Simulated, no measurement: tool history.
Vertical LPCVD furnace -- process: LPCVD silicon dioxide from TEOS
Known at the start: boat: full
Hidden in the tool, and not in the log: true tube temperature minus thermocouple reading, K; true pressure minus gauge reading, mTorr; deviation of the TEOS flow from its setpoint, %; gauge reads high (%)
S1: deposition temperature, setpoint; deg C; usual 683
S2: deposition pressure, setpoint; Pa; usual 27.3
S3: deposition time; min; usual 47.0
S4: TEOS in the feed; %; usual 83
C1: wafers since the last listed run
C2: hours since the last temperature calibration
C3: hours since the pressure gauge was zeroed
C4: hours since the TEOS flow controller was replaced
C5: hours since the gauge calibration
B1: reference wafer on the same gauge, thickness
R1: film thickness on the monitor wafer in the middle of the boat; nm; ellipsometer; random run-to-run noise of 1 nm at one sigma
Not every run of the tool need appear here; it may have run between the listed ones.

{"run": 1, "day": 0.0, "S1": 683, "S2": 27.3, "S3": 47.0, "S4": 83, "C1": 0, "C2": 1406.5, "C3": 80.7, "C4": 3948.8, "C5": 443.2, "B1": 179.11, "R1": 213.74}
{"run": 2, "day": 3.167, "S1": 683, "S2": 27.3, "S3": 47.0, "S4": 83, "C1": 1238, "C2": 1482.5, "C3": 156.7, "C4": 4024.8, "C5": 519.2, "B1": 179.09, "R1": 213.07}
{"run": 3, "day": 11.396, "S1": 683, "S2": 23.3, "S3": 47.0, "S4": 83, "C1": 3219, "C2": 1680.0, "C3": 354.2, "C4": 4222.3, "C5": 716.7, "B1": 179.05, "R1": 194.71}
{"run": 4, "day": 14.654, "S1": 683, "S2": 23.3, "S3": 47.0, "S4": 83, "C1": 1274, "C2": 1758.2, "C3": 432.4, "C4": 4300.5, "C5": 794.9, "B1": 178.83, "R1": 196.49}
{"run": 5, "day": 17.825, "S1": 683, "S2": 27.3, "S3": 47.0, "S4": 93, "C1": 1240, "C2": 1834.3, "C3": 508.5, "C4": 4376.6, "C5": 871.0, "B1": 178.96, "R1": 223.06}
{"run": 6, "day": 21.546, "S1": 683, "S2": 27.3, "S3": 47.0, "S4": 70, "C1": 1455, "C2": 1923.6, "C3": 597.8, "C4": 4465.9, "C5": 960.3, "B1": 178.93, "R1": 193.92}
{"run": 7, "day": 25.217, "S1": 683, "S2": 27.3, "S3": 47.0, "S4": 83, "C1": 1436, "C2": 2011.7, "C3": 685.9, "C4": 4554.0, "C5": 1048.4, "B1": 179.0, "R1": 211.62}
{"run": 8, "day": 29.408, "S1": 683, "S2": 27.3, "S3": 47.0, "S4": 83, "C1": 1639, "C2": 2112.3, "C3": 786.5, "C4": 4654.6, "C5": 1149.0, "B1": 178.88, "R1": 213.08}
{"run": 9, "day": 32.692, "S1": 683, "S2": 27.3, "S3": 47.0, "S4": 83, "C1": 1284, "C2": 2191.1, "C3": 865.3, "C4": 4733.4, "C5": 1227.8, "B1": 179.03, "R1": 212.21}
{"run": 10, "day": 35.296, "S1": 683, "S2": 27.3, "S3": 47.0, "S4": 83, "C1": 1018, "C2": 2253.6, "C3": 927.8, "C4": 4795.9, "C5": 1290.3, "B1": 179.0, "R1": 212.21}
{"run": 11, "day": 39.246, "S1": 683, "S2": 27.3, "S3": 47.0, "S4": 83, "C1": 1545, "C2": 2348.4, "C3": 1022.6, "C4": 4890.7, "C5": 1385.1, "B1": 179.07, "R1": 209.71}
{"day": 42.071, "done": "gauge calibrated"}
{"run": 12, "day": 42.967, "S1": 683, "S2": 27.3, "S3": 47.0, "S4": 83, "C1": 1455, "C2": 2437.7, "C3": 1111.9, "C4": 4980.0, "C5": 21.5, "B1": 179.02, "R1": 211.44}
{"run": 13, "day": 46.471, "S1": 683, "S2": 27.3, "S3": 47.0, "S4": 83, "C1": 1370, "C2": 2521.8, "C3": 1196.0, "C4": 5064.1, "C5": 105.6, "B1": 179.02, "R1": 207.72}
{"run": 14, "day": 49.488, "S1": 683, "S2": 30.0, "S3": 47.0, "S4": 83, "C1": 1180, "C2": 2594.2, "C3": 1268.4, "C4": 5136.5, "C5": 178.0, "B1": 179.12, "R1": 219.52}
{"run": 15, "day": 51.45, "S1": 683, "S2": 27.3, "S3": 54.0, "S4": 97, "C1": 767, "C2": 2641.3, "C3": 1315.5, "C4": 5183.6, "C5": 225.1, "B1": 179.14, "R1": 259.92}
{"run": 16, "day": 54.388, "S1": 683, "S2": 20.7, "S3": 38.5, "S4": 78, "C1": 1149, "C2": 2711.8, "C3": 1386.0, "C4": 5254.1, "C5": 295.6, "B1": 178.97, "R1": 142.07}
{"run": 17, "day": 56.308, "S1": 683, "S2": 21.3, "S3": 55.5, "S4": 83, "C1": 751, "C2": 2757.9, "C3": 1432.1, "C4": 5300.2, "C5": 341.7, "B1": 179.06, "R1": 216.86}
{"run": 18, "day": 59.038, "S1": 683, "S2": 27.3, "S3": 47.0, "S4": 93, "C1": 1067, "C2": 2823.4, "C3": 1497.6, "C4": 5365.7, "C5": 407.2, "B1": 178.87, "R1": 220.34}
{"day": 60.121, "done": "TEOS flow controller replaced"}
{"day": 60.504, "done": "pressure gauge zeroed"}
{"run": 19, "day": 62.271, "S1": 683, "S2": 27.3, "S3": 65.0, "S4": 83, "C1": 723, "C2": 2901.0, "C3": 42.4, "C4": 51.6, "C5": 484.8, "B1": 178.92, "R1": 294.77}
{"run": 20, "day": 66.496, "S1": 683, "S2": 23.3, "S3": 47.0, "S4": 83, "C1": 1652, "C2": 3002.4, "C3": 143.8, "C4": 153.0, "C5": 586.2, "B1": 178.78, "R1": 197.31}
{"run": 21, "day": 69.617, "S1": 683, "S2": 27.3, "S3": 65.0, "S4": 83, "C1": 1220, "C2": 3077.3, "C3": 218.7, "C4": 227.9, "C5": 661.1, "B1": 178.91, "R1": 293.75}
{"run": 22, "day": 72.021, "S1": 683, "S2": 27.3, "S3": 47.0, "S4": 83, "C1": 940, "C2": 3135.0, "C3": 276.4, "C4": 285.6, "C5": 718.8, "B1": 178.99, "R1": 212.62}
{"run": 23, "day": 74.95, "S1": 683, "S2": 27.3, "S3": 47.0, "S4": 83, "C1": 1145, "C2": 3205.3, "C3": 346.7, "C4": 355.9, "C5": 789.1, "B1": 179.11, "R1": 213.02}
{"day": 78.583, "done": "thermocouples replaced and temperature profile calibrated"}
{"run": 24, "day": 78.604, "S1": 683, "S2": 30.0, "S3": 47.0, "S4": 83, "C1": 1038, "C2": 0.5, "C3": 434.4, "C4": 443.6, "C5": 876.8, "B1": 179.11, "R1": 221.84}
{"run": 25, "day": 83.929, "S1": 683, "S2": 30.0, "S3": 47.0, "S4": 91, "C1": 2083, "C2": 128.3, "C3": 562.2, "C4": 571.4, "C5": 1004.6, "B1": 178.99, "R1": 230.85}
{"run": 26, "day": 90.925, "S1": 678, "S2": 27.3, "S3": 47.0, "S4": 79, "C1": 2736, "C2": 296.2, "C3": 730.1, "C4": 739.3, "C5": 1172.5, "B1": 179.18, "R1": 181.61}
{"run": 27, "day": 95.279, "S1": 680, "S2": 27.3, "S3": 47.0, "S4": 89, "C1": 1703, "C2": 400.7, "C3": 834.6, "C4": 843.8, "C5": 1277.0, "B1": 178.76, "R1": 203.47}
{"run": 28, "day": 97.238, "S1": 675, "S2": 27.3, "S3": 47.0, "S4": 83, "C1": 766, "C2": 447.7, "C3": 881.6, "C4": 890.8, "C5": 1324.0, "B1": 179.16, "R1": 172.47}
{"run": 29, "day": 99.629, "S1": 683, "S2": 27.3, "S3": 56.5, "S4": 83, "C1": 935, "C2": 505.1, "C3": 939.0, "C4": 948.2, "C5": 1381.4, "B1": 178.98, "R1": 252.3}

A few steps of R1 between consecutive runs. Split each: what settings, incoming material and random variation would produce without the hidden state, and what is left over for the hidden state, along with gauge scatter present in only one of the two compared results (measured, and without hidden state):
Run 15 -> 16: S2 27.3 -> 20.7, S3 54.0 -> 38.5, S4 97 -> 78. R1 -117.85 nm: hidden state +1.31, all else -119.16.
Run 16 -> 17: S2 20.7 -> 21.3, S3 38.5 -> 55.5, S4 78 -> 83. R1 +74.79 nm: hidden state -2.32, all else +77.11.
Run 18 -> 19: S3 47.0 -> 65.0, S4 93 -> 83, TEOS flow controller replaced, pressure gauge zeroed. R1 +74.43 nm: hidden state +4.96, all else +69.47.
Run 19 -> 20: S2 27.3 -> 23.3, S3 65.0 -> 47.0. R1 -97.46 nm: hidden state -0.25, all else -97.21.

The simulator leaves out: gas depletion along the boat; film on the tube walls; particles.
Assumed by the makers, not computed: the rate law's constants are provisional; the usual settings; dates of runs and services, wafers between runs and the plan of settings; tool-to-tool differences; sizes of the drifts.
